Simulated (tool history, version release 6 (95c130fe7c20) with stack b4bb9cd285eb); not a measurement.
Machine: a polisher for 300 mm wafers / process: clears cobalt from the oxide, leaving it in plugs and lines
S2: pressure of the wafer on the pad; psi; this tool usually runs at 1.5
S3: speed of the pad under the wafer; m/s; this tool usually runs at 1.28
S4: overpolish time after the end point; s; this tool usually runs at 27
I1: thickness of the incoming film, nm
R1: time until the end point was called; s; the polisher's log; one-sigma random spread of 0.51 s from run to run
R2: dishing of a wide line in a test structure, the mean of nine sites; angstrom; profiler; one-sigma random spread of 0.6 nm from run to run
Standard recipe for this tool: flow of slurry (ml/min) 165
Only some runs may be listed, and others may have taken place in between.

Run 1, hour 0.0: usual settings; I1 232.1. Result: R1 46.1 s, R2 513 angstrom.
Run 2, hour 79.1: usual settings; I1 226.6. Result: R1 46.0 s, R2 527 angstrom.
At hour 131.7: head pressure recalibrated.
Run 3, hour 172.0: usual settings but S2 1.1 psi; I1 228.2. Result: R1 57.5 s, R2 477 angstrom.
Run 4, hour 234.2: usual settings; I1 226.3. Result: R1 47.3 s, R2 513 angstrom.
Run 5, hour 319.6: usual settings; I1 227.8. Result: R1 49.4 s, R2 503 angstrom.
Run 6, hour 358.7: usual settings; I1 231.0. Result: R1 52.3 s, R2 504 angstrom.
At hour 369.5: worn pad replaced by a new one.
Run 7, hour 508.6: usual settings; I1 228.3. Result: R1 44.2 s, R2 519 angstrom.
Run 8, hour 604.0: usual settings; I1 229.6. Result: R1 46.3 s, R2 533 angstrom.
At hour 625.0: slurry nozzle cleaned.
At hour 637.8: head pressure recalibrated.
Run 9, hour 664.0: usual settings; I1 231.9. Result: R1 47.5 s, R2 514 angstrom.
Run 10, hour 718.5: usual settings; I1 230.2. Result: R1 47.5 s, R2 520 angstrom.
Run 11, hour 758.4: usual settings but flow of slurry (ml/min) 200; I1 230.8. Result: R1 48.1 s, R2 513 angstrom.
Run 12, hour 797.9: usual settings but flow of slurry (ml/min) 200; I1 230.2. Result: R1 48.2 s, R2 506 angstrom.
At hour 836.1: worn pad replaced by a new one.
Run 13, hour 901.9: usual settings but flow of slurry (ml/min) 200; I1 230.1. Result: R1 43.7 s, R2 528 angstrom.
Run 14, hour 990.7: usual settings; I1 232.8. Result: R1 46.8 s, R2 513 angstrom.
Run 15, hour 1086.4: usual settings; I1 230.1. Result: R1 47.2 s, R2 524 angstrom.
At hour 1089.2: head pressure recalibrated.
Run 16, hour 1169.2: usual settings; I1 232.0. Result: R1 48.8 s, R2 515 angstrom.
Run 17, hour 1215.6: usual settings; I1 232.5. Result: R1 48.5 s, R2 513 angstrom.
Run 18, hour 1258.6: usual settings but S4 15 s; I1 227.0. Result: R1 49.7 s, R2 393 angstrom.
At hour 1296.6: worn pad replaced by a new one.
Run 19, hour 1343.9: usual settings but S3 0.84 m/s; I1 229.6. Result: R1 62.1 s, R2 476 angstrom.
At hour 1383.0: slurry nozzle cleaned.
Run 20, hour 1428.7: usual settings but S2 1.6 psi; I1 235.2. Result: R1 44.6 s, R2 526 angstrom.
Run 21, hour 1490.1: usual settings; I1 230.0. Result: R1 46.3 s, R2 518 angstrom.
Run 22, hour 1529.6: usual settings but flow of slurry (ml/min) 225, S2 1.3 psi, S4 21 s; I1 234.1. Result: R1 49.3 s, R2 476 angstrom.
At hour 1574.7: head pressure recalibrated.
Run 23, hour 1577.7: usual settings but S2 1.6 psi, S4 34 s; I1 229.1. Result: R1 44.8 s, R2 559 angstrom.
Run 24, hour 1669.1: usual settings but S3 1.48 m/s; I1 231.7. Result: R1 44.2 s, R2 518 angstrom.
Run 25, hour 1743.8: usual settings; I1 228.0. Result: R1 50.5 s, R2 509 angstrom.
Run 26, hour 1805.1: usual settings but flow of slurry (ml/min) 190, S3 0.88 m/s, S4 12 s; I1 229.6. Result: R1 65.6 s, R2 284 angstrom.
At hour 1835.1: worn pad replaced by a new one.
Run 27, hour 1881.5: usual settings but S3 0.84 m/s; I1 229.2. Result: R1 60.7 s, R2 469 angstrom.
Run 28, hour 1951.8: usual settings but flow of slurry (ml/min) 115, S2 1.1 psi; I1 228.1. Result: R1 59.1 s, R2 490 angstrom.
At hour 2034.5: head pressure recalibrated.
Run 29, hour 2056.8: usual settings; I1 228.8. Result: R1 45.9 s, R2 526 angstrom.
Run 30, hour 2111.5: usual settings but flow of slurry (ml/min) 225, S2 1.7 psi, S4 16 s; I1 231.7. Result: R1 40.9 s, R2 447 angstrom.
Run 31, hour 2205.0: usual settings but S2 1.8 psi, S3 1.56 m/s; I1 227.7. Result: R1 35.6 s, R2 542 angstrom.
At hour 2278.2: worn pad replaced by a new one.
At hour 2286.9: slurry nozzle cleaned.
Run 32, hour 2288.0: usual settings but S2 1.8 psi, S3 1.04 m/s; I1 230.0. Result: R1 46.8 s, R2 521 angstrom.
Run 33, hour 2353.0: usual settings; I1 232.3. Result: R1 44.8 s, R2 525 angstrom.
Run 34, hour 2389.4: usual settings but S2 1.3 psi, S3 1.52 m/s, S4 13 s; I1 226.5. Result: R1 43.0 s, R2 397 angstrom.

Branching from run 34: 4 alternative next runs. What would each branch give?
Run A, hour 2389.9: usual settings but flow of slurry (ml/min) 105; I1 229.8. Result: R1 ?, R2 ?.
Run B, hour 2389.9: usual settings but flow of slurry (ml/min) 215, S2 1.1 psi, S3 0.98 m/s, S4 43 s; I1 229.8. Result: R1 ?, R2 ?.
Run C, hour 2389.9: usual settings but flow of slurry (ml/min) 110, S2 1.2 psi, S3 1.64 m/s; I1 229.8. Result: R1 ?, R2 ?.
Run D, hour 2389.9: usual settings but S2 1.8 psi, S3 1.40 m/s; I1 229.8. Result: R1 ?, R2 ?.

run    R1   R2
  A  50.4  504
  B  65.2  537
  C  47.4  514
  D  37.3  543
Stripped of hidden state, with their random variation kept, the same runs would have yielded:
run    R1   R2
  A  49.5  507
  B  64.1  539
  C  46.6  516
  D  36.6  545
